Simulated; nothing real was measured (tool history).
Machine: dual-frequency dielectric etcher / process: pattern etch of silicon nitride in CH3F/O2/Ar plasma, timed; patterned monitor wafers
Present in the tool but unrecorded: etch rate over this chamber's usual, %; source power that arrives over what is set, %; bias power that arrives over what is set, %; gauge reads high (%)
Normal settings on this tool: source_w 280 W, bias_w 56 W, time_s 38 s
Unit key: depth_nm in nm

run   hour  source_w  bias_w  time_s  wafers since the last listed run  hours since the last wet clean  hours since the last source power generator calibration  hours since the last bias power generator calibration  hours since the last upper electrode change  hours since the gauge calibration  read-back reference wafer on the same gauge, depth_nm  depth_nm
  1      0       280      56      38                                 0                           223.4                                                      0.5                                                 1496.3                                         25.7                              245.1                                                  18.78      21.2
  2   14.4       280      56      38                               140                           237.8                                                     14.9                                                 1510.7                                         40.1                              259.5                                                  18.83     21.34
  3   29.7       280      56      38                               149                           253.1                                                     30.2                                                   1526                                         55.4                              274.8                                                  18.82     21.01
  4   38.5       280      51      32                                85                           261.9                                                       39                                                 1534.8                                         64.2                              283.6                                                  18.77     17.14
      81.8  -- gauge calibrated
  5     84       280      56      38                               444                           307.4                                                     84.5                                                 1580.3                                        109.7                                2.2                                                   18.8      21.2
  6   90.5       280      56      38                                63                           313.9                                                       91                                                 1586.8                                        116.2                                8.7                                                  18.78     21.07
     117.6  -- wet clean of the chamber
  7  118.1       280      56      47                                35                             0.5                                                    118.6                                                 1614.4                                        143.8                               36.3                                                   18.8     26.17
  8  118.5       280      56      47                                 3                             0.9                                                      119                                                 1614.8                                        144.2                               36.7                                                   18.8     26.23
  9    128       310      56    31.5                                92                            10.4                                                    128.5                                                 1624.3                                        153.7                               46.2                                                  18.78     18.73
 10  143.1       310      46      45                               147                            25.5                                                    143.6                                                 1639.4                                        168.8                               61.3                                                  18.79     24.57
     150.5  -- bias power generator calibrated
 11  152.1       250      67    33.5                                48                            34.5                                                    152.6                                                    1.6                                        177.8                               70.3                                                   18.8      18.8
 12  168.3       280      63      38                               158                            50.7                                                    168.8                                                   17.8                                          194                               86.5                                                   18.8      22.1
 13  175.9       280      56      38                                74                            58.3                                                    176.4                                                   25.4                                        201.6                               94.1                                                  18.79     21.31
 14  187.8       280      56      34                               116                            70.2                                                    188.3                                                   37.3                                        213.5                                106                                                  18.81     18.87
 15  195.1       340      47    34.5                                71                            77.5                                                    195.6                                                   44.6                                        220.8                              113.3                                                  18.81     20.07
 16  211.6       280      69      38                               161                              94                                                    212.1                                                   61.1                                        237.3                              129.8                                                  18.79     22.93
 17  218.5       280      56      38                                67                           100.9                                                      219                                                     68                                        244.2                              136.7                                                  18.77     21.04
 18  234.5       310      52    32.5                               156                           116.9                                                      235                                                     84                                        260.2                              152.7                                                  18.81     18.68
 19  252.3       340      56    42.5                               173                           134.7                                                    252.8                                                  101.8                                          278                              170.5                                                  18.79     26.27
 20    270       310      56    29.5                               172                           152.4                                                    270.5                                                  119.5                                        295.7                              188.2                                                  18.82     17.43
 21  284.1       250      49    28.5                               137                           166.5                                                    284.6                                                  133.6                                        309.8                              202.3                                                   18.8     13.85
 22  300.2       280      45      47                               157                           182.6                                                    300.7                                                  149.7                                        325.9                              218.4                                                  18.81     23.93
 23  312.7       280      56      31                               122                           195.1                                                    313.2                                                  162.2                                        338.4                              230.9                                                  18.82     17.23
 24  326.4       280      56      38                               133                           208.8                                                    326.9                                                  175.9                                        352.1                              244.6                                                   18.8     21.08
 25  338.8       280      56      38                               121                           221.2                                                    339.3                                                  188.3                                        364.5                                257                                                  18.79     21.33
     351.2  -- gauge calibrated
 26  354.7       320      50    34.5                               155                           237.1                                                    355.2                                                  204.2                                        380.4                                3.5                                                  18.78     19.75
 27  361.9       220      48    33.5                                70                           244.3                                                    362.4                                                  211.4                                        387.6                               10.7                                                   18.8      14.9
 28  378.2       280      56      38                               159                           260.6                                                    378.7                                                  227.7                                        403.9                                 27                                                  18.79     21.15
 29  384.6       280      56      38                                62                             267                                                    385.1                                                  234.1                                        410.3                               33.4                                                   18.8     21.21

What the log doesn't show, run by run:
etch rate over this chamber's usual, %: 0, the same for each run
source power that arrives over what is set, %: 0, the same for each run
bias power that arrives over what is set, %: 0, the same for each run
gauge reads high (%): 0, the same for each run
